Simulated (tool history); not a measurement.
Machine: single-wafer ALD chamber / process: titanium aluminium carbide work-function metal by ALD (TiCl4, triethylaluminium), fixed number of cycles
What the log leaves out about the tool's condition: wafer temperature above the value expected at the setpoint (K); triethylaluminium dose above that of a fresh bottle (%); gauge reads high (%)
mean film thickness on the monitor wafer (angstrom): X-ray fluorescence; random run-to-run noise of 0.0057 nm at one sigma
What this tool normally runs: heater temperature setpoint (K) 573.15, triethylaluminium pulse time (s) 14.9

| run | hour | heater temperature setpoint (K) | triethylaluminium pulse time (s) | wafers since the last listed run | hours since the last thermocouple change | hours since the last triethylaluminium bottle change | hours since the showerhead was replaced | hours since the gauge calibration | read-back reference wafer on the same gauge, thickness_nm | mean film thickness on the monitor wafer (angstrom) |
|---|---|---|---|---|---|---|---|---|---|---|
| 1 | 0 | 582.15 | 18.58 | 0 | 863.9 | 1720.7 | 4121.9 | 269.4 | 2.718 | 24.2 |
| 2 | 16.2 | 573.15 | 14.9 | 189 | 880.1 | 1736.9 | 4138.1 | 285.6 | 2.722 | 23.33 |
| 3 | 26.4 | 573.15 | 14.9 | 119 | 890.3 | 1747.1 | 4148.3 | 295.8 | 2.72 | 23.3 |
| 4 | 37.3 | 573.15 | 14.9 | 127 | 901.2 | 1758 | 4159.2 | 306.7 | 2.722 | 23.44 |
| 5 | 52.3 | 573.15 | 16.78 | 175 | 916.2 | 1773 | 4174.2 | 321.7 | 2.72 | 23.52 |
| 6 | 64.7 | 568.15 | 14.9 | 145 | 928.6 | 1785.4 | 4186.6 | 334.1 | 2.723 | 22.96 |
| 7 | 80.8 | 568.15 | 14.9 | 188 | 944.7 | 1801.5 | 4202.7 | 350.2 | 2.722 | 22.98 |
|  | 101.4 | triethylaluminium bottle replaced |
| 8 | 101.9 | 568.15 | 14.9 | 153 | 965.8 | 0.5 | 4223.8 | 371.3 | 2.72 | 22.97 |
| 9 | 105.9 | 573.15 | 13.49 | 46 | 969.8 | 4.5 | 4227.8 | 375.3 | 2.721 | 23.41 |
| 10 | 119 | 573.15 | 13.49 | 153 | 982.9 | 17.6 | 4240.9 | 388.4 | 2.716 | 23.34 |
| 11 | 125.3 | 573.15 | 13.49 | 73 | 989.2 | 23.9 | 4247.2 | 394.7 | 2.722 | 23.3 |
| 12 | 142.3 | 573.15 | 14.9 | 198 | 1006.2 | 40.9 | 4264.2 | 411.7 | 2.719 | 23.45 |
|  | 152.7 | showerhead replaced |
| 13 | 159.9 | 573.15 | 14.9 | 112 | 1023.8 | 58.5 | 7.2 | 429.3 | 2.719 | 23.48 |
|  | 165.9 | gauge calibrated |
| 14 | 173.4 | 573.15 | 14.9 | 158 | 1037.3 | 72 | 20.7 | 7.5 | 2.722 | 23.36 |
| 15 | 189.8 | 573.15 | 14.9 | 191 | 1053.7 | 88.4 | 37.1 | 23.9 | 2.721 | 23.49 |
| 16 | 206.5 | 573.15 | 14.9 | 195 | 1070.4 | 105.1 | 53.8 | 40.6 | 2.719 | 23.43 |
| 17 | 222.4 | 566.15 | 19.77 | 186 | 1086.3 | 121 | 69.7 | 56.5 | 2.721 | 23.07 |
| 18 | 228.8 | 561.15 | 12.83 | 74 | 1092.7 | 127.4 | 76.1 | 62.9 | 2.721 | 22.26 |
| 19 | 240.9 | 565.15 | 16.84 | 141 | 1104.8 | 139.5 | 88.2 | 75 | 2.723 | 22.91 |
| 20 | 248.9 | 573.15 | 14.9 | 93 | 1112.8 | 147.5 | 96.2 | 83 | 2.719 | 23.49 |
| 21 | 255.8 | 587.15 | 14.9 | 80 | 1119.7 | 154.4 | 103.1 | 89.9 | 2.721 | 24.64 |
| 22 | 266.9 | 573.15 | 19.51 | 129 | 1130.8 | 165.5 | 114.2 | 101 | 2.72 | 23.58 |
| 23 | 278.5 | 585.15 | 20.44 | 135 | 1142.4 | 177.1 | 125.8 | 112.6 | 2.72 | 24.65 |
|  | 291.2 | thermocouple changed; heater temperature recalibrated |
| 24 | 291.7 | 566.15 | 10.83 | 60 | 0.5 | 190.3 | 139 | 125.8 | 2.723 | 21.94 |
| 25 | 294.5 | 564.15 | 10.24 | 32 | 3.3 | 193.1 | 141.8 | 128.6 | 2.72 | 21.7 |
| 26 | 305.5 | 562.15 | 19.03 | 128 | 14.3 | 204.1 | 152.8 | 139.6 | 2.721 | 22.21 |
| 27 | 316.1 | 573.15 | 14.9 | 124 | 24.9 | 214.7 | 163.4 | 150.2 | 2.722 | 23.05 |
| 28 | 326.6 | 573.15 | 19.51 | 122 | 35.4 | 225.2 | 173.9 | 160.7 | 2.721 | 23.05 |
| 29 | 340.3 | 581.15 | 20.43 | 160 | 49.1 | 238.9 | 187.6 | 174.4 | 2.72 | 23.96 |
| 30 | 356.1 | 573.15 | 13.49 | 184 | 64.9 | 254.7 | 203.4 | 190.2 | 2.722 | 23 |
| 31 | 366.6 | 573.15 | 14.9 | 122 | 75.4 | 265.2 | 213.9 | 200.7 | 2.718 | 23.09 |
| 32 | 381.7 | 573.15 | 20.05 | 176 | 90.5 | 280.3 | 229 | 215.8 | 2.72 | 23.3 |
| 33 | 405.7 | 558.15 | 14.9 | 280 | 114.5 | 304.3 | 253 | 239.8 | 2.723 | 21.78 |

Alternative continuations, all from the tool just after run 33; predict every row:
| A | 406.1 | 573.15 | 10.64 | 4 | 114.9 | 304.7 | 253.4 | 240.2 | ? | ? |
| B | 406.1 | 562.15 | 13.24 | 4 | 114.9 | 304.7 | 253.4 | 240.2 | ? | ? |
| C | 406.1 | 577.15 | 20.85 | 4 | 114.9 | 304.7 | 253.4 | 240.2 | ? | ? |
| D | 406.1 | 560.15 | 16.79 | 4 | 114.9 | 304.7 | 253.4 | 240.2 | ? | ? |

| run | read-back reference wafer on the same gauge, thickness_nm | mean film thickness on the monitor wafer (angstrom) |
|---|---|---|
| A | 2.72 | 22.72 |
| B | 2.72 | 22.12 |
| C | 2.72 | 23.67 |
| D | 2.72 | 22.11 |
What these runs would have given with no unlogged condition in the tool:
| run | mean film thickness on the monitor wafer (angstrom) |
|---|---|
| A | 22.58 |
| B | 21.98 |
| C | 23.52 |
| D | 21.97 |
